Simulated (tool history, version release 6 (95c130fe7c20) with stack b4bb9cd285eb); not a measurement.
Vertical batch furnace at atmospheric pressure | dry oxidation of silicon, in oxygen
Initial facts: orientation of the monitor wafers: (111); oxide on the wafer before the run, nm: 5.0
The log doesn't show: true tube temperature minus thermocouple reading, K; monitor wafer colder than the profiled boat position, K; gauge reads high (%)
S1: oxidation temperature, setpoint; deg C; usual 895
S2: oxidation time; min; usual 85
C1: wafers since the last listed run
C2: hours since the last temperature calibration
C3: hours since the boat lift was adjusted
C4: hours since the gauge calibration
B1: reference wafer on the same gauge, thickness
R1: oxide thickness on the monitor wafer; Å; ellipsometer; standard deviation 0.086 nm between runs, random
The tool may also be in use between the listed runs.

run	day	S1	S2	C1	C2	C3	C4	B1	R1
1	0	895	85	0	1865.5	2880.1	325.5	37.92	353.8
2	0.767	895	85	283	1883.9	2898.5	343.9	37.91	355.4
3	1.292	895	85	194	1896.5	2911.1	356.5	37.94	353.9
4	1.675	895	85	141	1905.7	2920.3	365.7	37.91	353.7
5	2.133	895	85	169	1916.7	2931.3	376.7	37.92	353.9
6	2.583	895	114.5	166	1927.5	2942.1	387.5	37.94	430.7
7	3.421	895	114.5	310	1947.6	2962.2	407.6	37.91	430.1
8	4.112	895	114.5	256	1964.2	2978.8	424.2	37.91	432.2
9	6.604	886	105	922	2024	3038.6	484	37.92	373
10	7.304	886	105	259	2040.8	3055.4	500.8	37.94	375.1
11	7.908	886	105	223	2055.3	3069.9	515.3	37.9	373
# day 8.429: gauge calibrated
12	8.854	895	85	350	2078	3092.6	10.2	37.9	355.6
13	9.312	895	85	169	2089	3103.6	21.2	37.92	356.6
# day 10.65: thermocouples replaced and temperature profile calibrated
# day 10.908: boat lift adjusted
14	10.929	895	85	132	6.7	0.5	60	37.93	366
15	11.154	895	85	83	12.1	5.9	65.4	37.93	365.6
16	11.379	895	85	83	17.5	11.3	70.8	37.92	365.7
17	12.025	909	112.5	239	33	26.8	86.3	37.88	503.7
18	12.371	879	85	128	41.3	35.1	94.6	37.91	312.6
# day 13.392: thermocouples replaced and temperature profile calibrated, repeated, since the last time left the tool worse
19	13.412	874	43	15	0.5	60.1	119.6	37.92	184.7
20	14.017	895	85	223	15	74.6	134.1	37.86	345.7
21	14.458	895	85	163	25.6	85.2	144.7	37.89	343.6
22	15.096	875	73.5	236	40.9	100.5	160	37.91	258.5
23	15.767	888	62.5	248	57	116.6	176.1	37.91	263.7
24	16.312	876	123	202	70.1	129.7	189.2	37.9	365.4
25	17.433	912	72.5	414	97	156.6	216.1	37.87	366.9
26	17.833	895	85	148	106.6	166.2	225.7	37.89	345.3
27	18.154	913	118.5	118	114.3	173.9	233.4	37.9	512.1
28	18.788	886	85	234	129.5	189.1	248.6	37.93	316.9
29	19.342	885	85	205	142.8	202.4	261.9	37.88	313.8
30	19.838	915	98.5	183	154.7	214.3	273.8	37.87	462.1
31	20.675	874	85	310	174.8	234.4	293.9	37.94	282.3
32	21.046	895	85	137	183.7	243.3	302.8	37.87	347.6

Here are 3 independent what-if runs from the current tool condition. What would each one return?
A	21.275	895	85	84	189.2	248.8	308.3	?	?
B	21.275	889	108.5	84	189.2	248.8	308.3	?	?
C	21.275	907	57.5	84	189.2	248.8	308.3	?	?

run	B1	R1
A	37.94	345.7
B	37.94	382.8
C	37.94	300.6
What these runs would have given with no unlogged condition in the tool:
run	R1
A	343.3
B	380.1
C	298.6
